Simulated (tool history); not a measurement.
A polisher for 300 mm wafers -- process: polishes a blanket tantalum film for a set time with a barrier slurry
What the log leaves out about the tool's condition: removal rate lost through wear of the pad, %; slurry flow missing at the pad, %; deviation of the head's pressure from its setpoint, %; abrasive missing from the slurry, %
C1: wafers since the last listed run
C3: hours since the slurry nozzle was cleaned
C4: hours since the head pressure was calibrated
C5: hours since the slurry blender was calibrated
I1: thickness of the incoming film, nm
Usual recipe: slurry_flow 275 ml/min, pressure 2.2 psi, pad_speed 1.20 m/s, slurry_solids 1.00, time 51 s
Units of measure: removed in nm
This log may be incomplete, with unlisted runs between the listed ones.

run 1 day=0.000 | slurry_flow=275 pressure=2.2 pad_speed=1.20 slurry_solids=1.00 time=51 | C1=0 wafers_polished_on_this_pad=1858 C3=220.0 C4=883.1 C5=65.8 | I1=417.5 | removed=106.3
-- day=0.179 worn pad replaced by a new one
run 2 day=0.933 | slurry_flow=275 pressure=2.2 pad_speed=1.20 slurry_solids=1.00 time=51 | C1=201 wafers_polished_on_this_pad=198 C3=242.4 C4=905.5 C5=88.2 | I1=414.1 | removed=122.3
run 3 day=1.888 | slurry_flow=275 pressure=2.2 pad_speed=1.20 slurry_solids=1.00 time=51 | C1=250 wafers_polished_on_this_pad=448 C3=265.3 C4=928.4 C5=111.1 | I1=422.4 | removed=119.5
run 4 day=4.242 | slurry_flow=275 pressure=2.2 pad_speed=1.20 slurry_solids=1.10 time=51 | C1=618 wafers_polished_on_this_pad=1067 C3=321.8 C4=984.9 C5=167.6 | I1=414.7 | removed=115.5
run 5 day=5.088 | slurry_flow=275 pressure=2.2 pad_speed=1.20 slurry_solids=0.80 time=51 | C1=222 wafers_polished_on_this_pad=1289 C3=342.1 C4=1005.2 C5=187.9 | I1=416.4 | removed=102.5
-- day=5.783 worn pad replaced by a new one
run 6 day=7.296 | slurry_flow=275 pressure=2.2 pad_speed=1.20 slurry_solids=0.80 time=51 | C1=536 wafers_polished_on_this_pad=397 C3=395.1 C4=1058.2 C5=240.9 | I1=420.0 | removed=103.4
run 7 day=8.346 | slurry_flow=275 pressure=2.2 pad_speed=1.20 slurry_solids=0.80 time=51 | C1=275 wafers_polished_on_this_pad=673 C3=420.3 C4=1083.4 C5=266.1 | I1=415.9 | removed=101.7
run 8 day=9.021 | slurry_flow=245 pressure=2.2 pad_speed=1.20 slurry_solids=1.00 time=51 | C1=177 wafers_polished_on_this_pad=850 C3=436.5 C4=1099.6 C5=282.3 | I1=415.2 | removed=105.1
run 9 day=10.504 | slurry_flow=245 pressure=2.2 pad_speed=1.20 slurry_solids=1.00 time=51 | C1=389 wafers_polished_on_this_pad=1240 C3=472.1 C4=1135.2 C5=317.9 | I1=416.8 | removed=96.8
-- day=11.775 slurry blender recalibrated
run 10 day=11.896 | slurry_flow=275 pressure=2.2 pad_speed=1.20 slurry_solids=1.00 time=51 | C1=343 wafers_polished_on_this_pad=1583 C3=505.5 C4=1168.6 C5=2.9 | I1=428.9 | removed=108.4
-- day=12.262 worn pad replaced by a new one
run 11 day=12.783 | slurry_flow=275 pressure=2.2 pad_speed=1.20 slurry_solids=1.00 time=51 | C1=189 wafers_polished_on_this_pad=136 C3=526.8 C4=1189.9 C5=24.2 | I1=421.0 | removed=121.5
run 12 day=14.012 | slurry_flow=275 pressure=2.5 pad_speed=1.20 slurry_solids=1.00 time=60 | C1=322 wafers_polished_on_this_pad=459 C3=556.3 C4=1219.4 C5=53.7 | I1=411.0 | removed=147.5
run 13 day=14.983 | slurry_flow=275 pressure=2.2 pad_speed=1.20 slurry_solids=1.00 time=60 | C1=255 wafers_polished_on_this_pad=714 C3=579.6 C4=1242.7 C5=77.0 | I1=423.1 | removed=137.3
-- day=15.146 head pressure recalibrated
run 14 day=15.912 | slurry_flow=275 pressure=2.2 pad_speed=1.20 slurry_solids=1.00 time=51 | C1=222 wafers_polished_on_this_pad=936 C3=601.9 C4=18.4 C5=99.3 | I1=417.9 | removed=111.2
-- day=16.600 slurry nozzle cleaned
run 15 day=16.800 | slurry_flow=275 pressure=2.7 pad_speed=0.80 slurry_solids=0.75 time=43 | C1=222 wafers_polished_on_this_pad=1159 C3=4.8 C4=39.7 C5=120.6 | I1=420.6 | removed=64.1
-- day=17.854 worn pad replaced by a new one
run 16 day=20.788 | slurry_flow=225 pressure=2.2 pad_speed=1.56 slurry_solids=1.00 time=46 | C1=1003 wafers_polished_on_this_pad=770 C3=100.5 C4=135.4 C5=216.3 | I1=419.6 | removed=124.9
run 17 day=22.079 | slurry_flow=185 pressure=1.5 pad_speed=1.44 slurry_solids=1.00 time=35 | C1=339 wafers_polished_on_this_pad=1109 C3=131.5 C4=166.4 C5=247.3 | I1=418.3 | removed=67.8
run 18 day=23.317 | slurry_flow=275 pressure=2.2 pad_speed=1.54 slurry_solids=1.00 time=51 | C1=325 wafers_polished_on_this_pad=1434 C3=161.2 C4=196.1 C5=277.0 | I1=418.9 | removed=128.9
-- day=24.250 worn pad replaced by a new one
run 19 day=24.646 | slurry_flow=275 pressure=2.2 pad_speed=1.20 slurry_solids=1.00 time=51 | C1=305 wafers_polished_on_this_pad=104 C3=193.1 C4=228.0 C5=308.9 | I1=423.4 | removed=104.5
-- day=25.504 slurry blender recalibrated
run 20 day=25.712 | slurry_flow=275 pressure=2.2 pad_speed=1.20 slurry_solids=0.80 time=51 | C1=258 wafers_polished_on_this_pad=362 C3=218.7 C4=253.6 C5=5.0 | I1=425.3 | removed=112.0
run 21 day=27.200 | slurry_flow=275 pressure=2.7 pad_speed=0.90 slurry_solids=1.00 time=51 | C1=390 wafers_polished_on_this_pad=753 C3=254.4 C4=289.3 C5=40.7 | I1=424.2 | removed=98.6
run 22 day=27.729 | slurry_flow=275 pressure=2.6 pad_speed=1.20 slurry_solids=0.90 time=51 | C1=139 wafers_polished_on_this_pad=892 C3=267.1 C4=302.0 C5=53.4 | I1=426.5 | removed=121.5
run 23 day=29.150 | slurry_flow=365 pressure=2.2 pad_speed=1.30 slurry_solids=1.00 time=43 | C1=373 wafers_polished_on_this_pad=1265 C3=301.2 C4=336.1 C5=87.5 | I1=419.6 | removed=104.0
run 24 day=30.367 | slurry_flow=275 pressure=2.2 pad_speed=1.20 slurry_solids=0.75 time=51 | C1=319 wafers_polished_on_this_pad=1585 C3=330.4 C4=365.3 C5=116.7 | I1=420.4 | removed=99.0
-- day=31.200 worn pad replaced by a new one
run 25 day=31.438 | slurry_flow=275 pressure=1.7 pad_speed=1.62 slurry_solids=1.00 time=51 | C1=237 wafers_polished_on_this_pad=62 C3=356.1 C4=391.0 C5=142.4 | I1=420.1 | removed=140.1
run 26 day=32.421 | slurry_flow=275 pressure=2.2 pad_speed=1.20 slurry_solids=1.00 time=51 | C1=258 wafers_polished_on_this_pad=321 C3=379.7 C4=414.6 C5=166.0 | I1=421.2 | removed=115.7

Alternative continuations, all from the tool just after run 26; predict every row:
run A day=32.438 | slurry_flow=275 pressure=1.8 pad_speed=1.20 slurry_solids=1.00 time=51 | C1=4 wafers_polished_on_this_pad=325 C3=380.1 C4=415.0 C5=166.4 | I1=417.1 | removed=?
run B day=32.438 | slurry_flow=180 pressure=2.2 pad_speed=1.20 slurry_solids=0.90 time=62 | C1=4 wafers_polished_on_this_pad=325 C3=380.1 C4=415.0 C5=166.4 | I1=417.1 | removed=?
run C day=32.438 | slurry_flow=275 pressure=1.9 pad_speed=1.52 slurry_solids=0.80 time=36 | C1=4 wafers_polished_on_this_pad=325 C3=380.1 C4=415.0 C5=166.4 | I1=417.1 | removed=?
run D day=32.438 | slurry_flow=275 pressure=2.9 pad_speed=0.86 slurry_solids=1.00 time=51 | C1=4 wafers_polished_on_this_pad=325 C3=380.1 C4=415.0 C5=166.4 | I1=417.1 | removed=?

run=A removed=105.0
run=B removed=134.6
run=C removed=90.5
run=D removed=100.9
What these runs would have given with no unlogged condition in the tool:
run=A removed=111.5
run=B removed=143.3
run=C removed=96.6
run=D removed=107.2
